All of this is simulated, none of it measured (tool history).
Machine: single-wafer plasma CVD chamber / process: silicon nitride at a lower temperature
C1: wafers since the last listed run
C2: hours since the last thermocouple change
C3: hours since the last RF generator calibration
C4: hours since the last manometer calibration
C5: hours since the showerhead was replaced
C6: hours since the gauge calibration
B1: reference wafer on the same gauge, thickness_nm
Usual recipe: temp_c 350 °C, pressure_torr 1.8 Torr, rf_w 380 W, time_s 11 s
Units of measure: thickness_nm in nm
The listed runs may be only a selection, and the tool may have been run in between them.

{"run": 1, "hour": 0.0, "temp_c": 345, "pressure_torr": 1.8, "rf_w": 380, "time_s": 10.2, "C1": 0, "C2": 2272.3, "C3": 658.5, "C4": 252.8, "C5": 3409, "C6": 944.1, "B1": 16.303, "thickness_nm": 14.732}
{"run": 2, "hour": 54.5, "temp_c": 350, "pressure_torr": 1.9, "rf_w": 380, "time_s": 11, "C1": 1245, "C2": 2326.8, "C3": 713, "C4": 307.3, "C5": 3463.5, "C6": 998.6, "B1": 16.302, "thickness_nm": 16.049}
{"run": 3, "hour": 98.7, "temp_c": 350, "pressure_torr": 1.9, "rf_w": 380, "time_s": 11, "C1": 1010, "C2": 2371, "C3": 757.2, "C4": 351.5, "C5": 3507.7, "C6": 1042.8, "B1": 16.296, "thickness_nm": 15.988}
{"run": 4, "hour": 158.3, "temp_c": 350, "pressure_torr": 1.8, "rf_w": 380, "time_s": 11, "C1": 1362, "C2": 2430.6, "C3": 816.8, "C4": 411.1, "C5": 3567.3, "C6": 1102.4, "B1": 16.3, "thickness_nm": 15.876}
{"run": 5, "hour": 221.5, "temp_c": 350, "pressure_torr": 1.8, "rf_w": 380, "time_s": 11, "C1": 1444, "C2": 2493.8, "C3": 880, "C4": 474.3, "C5": 3630.5, "C6": 1165.6, "B1": 16.302, "thickness_nm": 15.862}
{"run": 6, "hour": 245.6, "temp_c": 350, "pressure_torr": 1.8, "rf_w": 380, "time_s": 11, "C1": 550, "C2": 2517.9, "C3": 904.1, "C4": 498.4, "C5": 3654.6, "C6": 1189.7, "B1": 16.297, "thickness_nm": 15.831}
{"run": 7, "hour": 276.2, "temp_c": 350, "pressure_torr": 1.8, "rf_w": 380, "time_s": 11, "C1": 699, "C2": 2548.5, "C3": 934.7, "C4": 529, "C5": 3685.2, "C6": 1220.3, "B1": 16.299, "thickness_nm": 15.864}
{"run": 8, "hour": 339.1, "temp_c": 350, "pressure_torr": 1.8, "rf_w": 380, "time_s": 11, "C1": 1437, "C2": 2611.4, "C3": 997.6, "C4": 591.9, "C5": 3748.1, "C6": 1283.2, "B1": 16.304, "thickness_nm": 15.879}
{"run": 9, "hour": 367.1, "temp_c": 350, "pressure_torr": 1.8, "rf_w": 380, "time_s": 11, "C1": 640, "C2": 2639.4, "C3": 1025.6, "C4": 619.9, "C5": 3776.1, "C6": 1311.2, "B1": 16.308, "thickness_nm": 15.799}
{"hour": 407.3, "done": "gauge calibrated"}
{"run": 10, "hour": 407.4, "temp_c": 350, "pressure_torr": 1.8, "rf_w": 380, "time_s": 11, "C1": 921, "C2": 2679.7, "C3": 1065.9, "C4": 660.2, "C5": 3816.4, "C6": 0.1, "B1": 16.299, "thickness_nm": 15.863}
{"hour": 423.0, "done": "RF generator calibrated"}
{"run": 11, "hour": 461.3, "temp_c": 350, "pressure_torr": 1.8, "rf_w": 380, "time_s": 11, "C1": 1049, "C2": 2733.6, "C3": 38.3, "C4": 714.1, "C5": 3870.3, "C6": 54, "B1": 16.31, "thickness_nm": 15.835}
{"run": 12, "hour": 486.7, "temp_c": 350, "pressure_torr": 1.8, "rf_w": 380, "time_s": 11, "C1": 580, "C2": 2759, "C3": 63.7, "C4": 739.5, "C5": 3895.7, "C6": 79.4, "B1": 16.301, "thickness_nm": 15.809}
{"run": 13, "hour": 550.6, "temp_c": 350, "pressure_torr": 1.8, "rf_w": 380, "time_s": 11, "C1": 1460, "C2": 2822.9, "C3": 127.6, "C4": 803.4, "C5": 3959.6, "C6": 143.3, "B1": 16.298, "thickness_nm": 15.865}
{"hour": 570.3, "done": "thermocouple changed; heater temperature recalibrated"}
{"run": 14, "hour": 602.9, "temp_c": 350, "pressure_torr": 1.8, "rf_w": 380, "time_s": 11, "C1": 1012, "C2": 32.6, "C3": 179.9, "C4": 855.7, "C5": 4011.9, "C6": 195.6, "B1": 16.303, "thickness_nm": 15.751}
{"run": 15, "hour": 670.5, "temp_c": 340, "pressure_torr": 1.55, "rf_w": 380, "time_s": 11, "C1": 1545, "C2": 100.2, "C3": 247.5, "C4": 923.3, "C5": 4079.5, "C6": 263.2, "B1": 16.304, "thickness_nm": 15.253}
{"hour": 719.0, "done": "showerhead replaced"}
{"run": 16, "hour": 732.7, "temp_c": 350, "pressure_torr": 1.8, "rf_w": 380, "time_s": 10.3, "C1": 1238, "C2": 162.4, "C3": 309.7, "C4": 985.5, "C5": 13.7, "C6": 325.4, "B1": 16.306, "thickness_nm": 14.861}
{"run": 17, "hour": 765.3, "temp_c": 350, "pressure_torr": 1.8, "rf_w": 380, "time_s": 12.1, "C1": 745, "C2": 195, "C3": 342.3, "C4": 1018.1, "C5": 46.3, "C6": 358, "B1": 16.308, "thickness_nm": 17.444}
{"run": 18, "hour": 819.5, "temp_c": 354, "pressure_torr": 1.8, "rf_w": 380, "time_s": 11, "C1": 1238, "C2": 249.2, "C3": 396.5, "C4": 1072.3, "C5": 100.5, "C6": 412.2, "B1": 16.308, "thickness_nm": 15.844}
{"run": 19, "hour": 875.8, "temp_c": 350, "pressure_torr": 1.8, "rf_w": 380, "time_s": 11, "C1": 1286, "C2": 305.5, "C3": 452.8, "C4": 1128.6, "C5": 156.8, "C6": 468.5, "B1": 16.301, "thickness_nm": 15.883}
{"hour": 915.2, "done": "capacitance manometer re-zeroed and calibrated"}
{"run": 20, "hour": 933.3, "temp_c": 350, "pressure_torr": 1.8, "rf_w": 380, "time_s": 11, "C1": 1131, "C2": 363, "C3": 510.3, "C4": 18.1, "C5": 214.3, "C6": 526, "B1": 16.304, "thickness_nm": 15.845}
{"run": 21, "hour": 961.6, "temp_c": 350, "pressure_torr": 1.8, "rf_w": 380, "time_s": 11, "C1": 646, "C2": 391.3, "C3": 538.6, "C4": 46.4, "C5": 242.6, "C6": 554.3, "B1": 16.298, "thickness_nm": 15.789}
{"run": 22, "hour": 1020.1, "temp_c": 359, "pressure_torr": 2.22, "rf_w": 435, "time_s": 10, "C1": 1337, "C2": 449.8, "C3": 597.1, "C4": 104.9, "C5": 301.1, "C6": 612.8, "B1": 16.305, "thickness_nm": 16.7}
{"run": 23, "hour": 1071.3, "temp_c": 350, "pressure_torr": 1.8, "rf_w": 380, "time_s": 11, "C1": 1170, "C2": 501, "C3": 648.3, "C4": 156.1, "C5": 352.3, "C6": 664, "B1": 16.304, "thickness_nm": 15.765}
{"run": 24, "hour": 1137.2, "temp_c": 358, "pressure_torr": 1.8, "rf_w": 380, "time_s": 11, "C1": 1506, "C2": 566.9, "C3": 714.2, "C4": 222, "C5": 418.2, "C6": 729.9, "B1": 16.296, "thickness_nm": 15.757}
{"run": 25, "hour": 1171.0, "temp_c": 350, "pressure_torr": 1.8, "rf_w": 380, "time_s": 12.9, "C1": 772, "C2": 600.7, "C3": 748, "C4": 255.8, "C5": 452, "C6": 763.7, "B1": 16.299, "thickness_nm": 18.628}
{"run": 26, "hour": 1202.6, "temp_c": 350, "pressure_torr": 1.47, "rf_w": 380, "time_s": 11, "C1": 722, "C2": 632.3, "C3": 779.6, "C4": 287.4, "C5": 483.6, "C6": 795.3, "B1": 16.296, "thickness_nm": 15.046}
{"run": 27, "hour": 1267.4, "temp_c": 362, "pressure_torr": 1.8, "rf_w": 380, "time_s": 11, "C1": 1481, "C2": 697.1, "C3": 844.4, "C4": 352.2, "C5": 548.4, "C6": 860.1, "B1": 16.299, "thickness_nm": 15.789}
{"run": 28, "hour": 1301.0, "temp_c": 364, "pressure_torr": 2.04, "rf_w": 380, "time_s": 11, "C1": 768, "C2": 730.7, "C3": 878, "C4": 385.8, "C5": 582, "C6": 893.7, "B1": 16.306, "thickness_nm": 16.265}
{"run": 29, "hour": 1360.5, "temp_c": 335, "pressure_torr": 1.8, "rf_w": 450, "time_s": 10.2, "C1": 1360, "C2": 790.2, "C3": 937.5, "C4": 445.3, "C5": 641.5, "C6": 953.2, "B1": 16.305, "thickness_nm": 16.797}

Take each entry between the runs: how does the hidden state at the last listed run before it differ from the hidden state at the first listed run after it?
From run 9 to run 10: gauge calibrated (hour 407.3)
  nothing in the hidden state changes from one run to the other
From run 10 to run 11: RF generator calibrated (hour 423)
  nothing in the hidden state changes from one run to the other
From run 13 to run 14: thermocouple changed; heater temperature recalibrated (hour 570.3)
  nothing in the hidden state changes from one run to the other
From run 15 to run 16: showerhead replaced (hour 719)
  nothing in the hidden state changes from one run to the other
From run 19 to run 20: capacitance manometer re-zeroed and calibrated (hour 915.2)
  nothing in the hidden state changes from one run to the other
